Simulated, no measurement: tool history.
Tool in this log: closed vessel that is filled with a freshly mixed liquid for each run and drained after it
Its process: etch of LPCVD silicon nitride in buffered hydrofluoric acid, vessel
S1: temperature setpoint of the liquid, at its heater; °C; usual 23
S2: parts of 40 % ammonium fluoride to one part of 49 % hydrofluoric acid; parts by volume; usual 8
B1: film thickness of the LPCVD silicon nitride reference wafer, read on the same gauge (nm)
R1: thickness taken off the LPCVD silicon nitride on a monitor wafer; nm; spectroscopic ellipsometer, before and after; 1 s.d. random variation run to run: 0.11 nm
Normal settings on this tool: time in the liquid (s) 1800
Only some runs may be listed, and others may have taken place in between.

run 1 hour=0 | S1=23 S2=7 time_in_the_liquid_(s)=2455 | B1=109.95 | R1=45.51
run 2 hour=26.8 | S1=23 S2=7 time_in_the_liquid_(s)=2455 | B1=109.98 | R1=45.33
run 3 hour=44.3 | S1=23 S2=8 time_in_the_liquid_(s)=1800 | B1=110 | R1=28.55
run 4 hour=72.3 | S1=23 S2=8 time_in_the_liquid_(s)=1800 | B1=109.99 | R1=28.68
run 5 hour=97.1 | S1=23 S2=8 time_in_the_liquid_(s)=1800 | B1=110.01 | R1=28.62
run 6 hour=121.7 | S1=23 S2=8 time_in_the_liquid_(s)=1800 | B1=110.02 | R1=28.62
run 7 hour=147.2 | S1=23 S2=8 time_in_the_liquid_(s)=1070 | B1=109.99 | R1=16.82
-- hour=203.4 thermometer replaced
run 8 hour=232.1 | S1=23 S2=8 time_in_the_liquid_(s)=1070 | B1=110.02 | R1=16.93
run 9 hour=258.6 | S1=23 S2=8 time_in_the_liquid_(s)=1070 | B1=110.01 | R1=16.76
run 10 hour=270.7 | S1=26 S2=6 time_in_the_liquid_(s)=2130 | B1=110.01 | R1=52.74
run 11 hour=292 | S1=26.5 S2=9.5 time_in_the_liquid_(s)=1800 | B1=109.99 | R1=29.71
run 12 hour=321 | S1=23 S2=6.5 time_in_the_liquid_(s)=1025 | B1=109.97 | R1=20
run 13 hour=333.5 | S1=23 S2=5.5 time_in_the_liquid_(s)=1440 | B1=110 | R1=32.21
run 14 hour=349.7 | S1=24.5 S2=8 time_in_the_liquid_(s)=1230 | B1=109.99 | R1=20.94
run 15 hour=378.8 | S1=23 S2=8 time_in_the_liquid_(s)=1800 | B1=109.99 | R1=28.21
run 16 hour=394.4 | S1=23 S2=8 time_in_the_liquid_(s)=1800 | B1=110 | R1=28.28
-- hour=413.5 hydrofluoric acid flow meter replaced
-- hour=414.8 gauge calibrated
run 17 hour=479.7 | S1=23 S2=8 time_in_the_liquid_(s)=1800 | B1=110.02 | R1=29.31
run 18 hour=527.1 | S1=20 S2=5.5 time_in_the_liquid_(s)=1800 | B1=110 | R1=35.37
run 19 hour=547.2 | S1=23 S2=8 time_in_the_liquid_(s)=1800 | B1=110 | R1=29.12

Measured result minus the same run's result without the hidden state. Both carry the same run-to-run variation, though not necessarily the same gauge scatter:
Hidden conditions of the tool in this case: liquid colder than its thermometer reads (K); hydrofluoric acid flow below the setpoint (%); gauge reads high (%).
run=1 R1=-1.07
run=2 R1=-1.13
run=3 R1=-0.74
run=4 R1=-0.8
run=5 R1=-0.83
run=6 R1=-0.88
run=7 R1=-0.54
run=8 R1=-0.62
run=9 R1=-0.65
run=10 R1=-1.64
run=11 R1=-0.69
run=12 R1=-0.68
run=13 R1=-1.08
run=14 R1=-0.91
run=15 R1=-1.29
run=16 R1=-1.31
run=17 R1=-0.2
run=18 R1=-0.26
run=19 R1=-0.32

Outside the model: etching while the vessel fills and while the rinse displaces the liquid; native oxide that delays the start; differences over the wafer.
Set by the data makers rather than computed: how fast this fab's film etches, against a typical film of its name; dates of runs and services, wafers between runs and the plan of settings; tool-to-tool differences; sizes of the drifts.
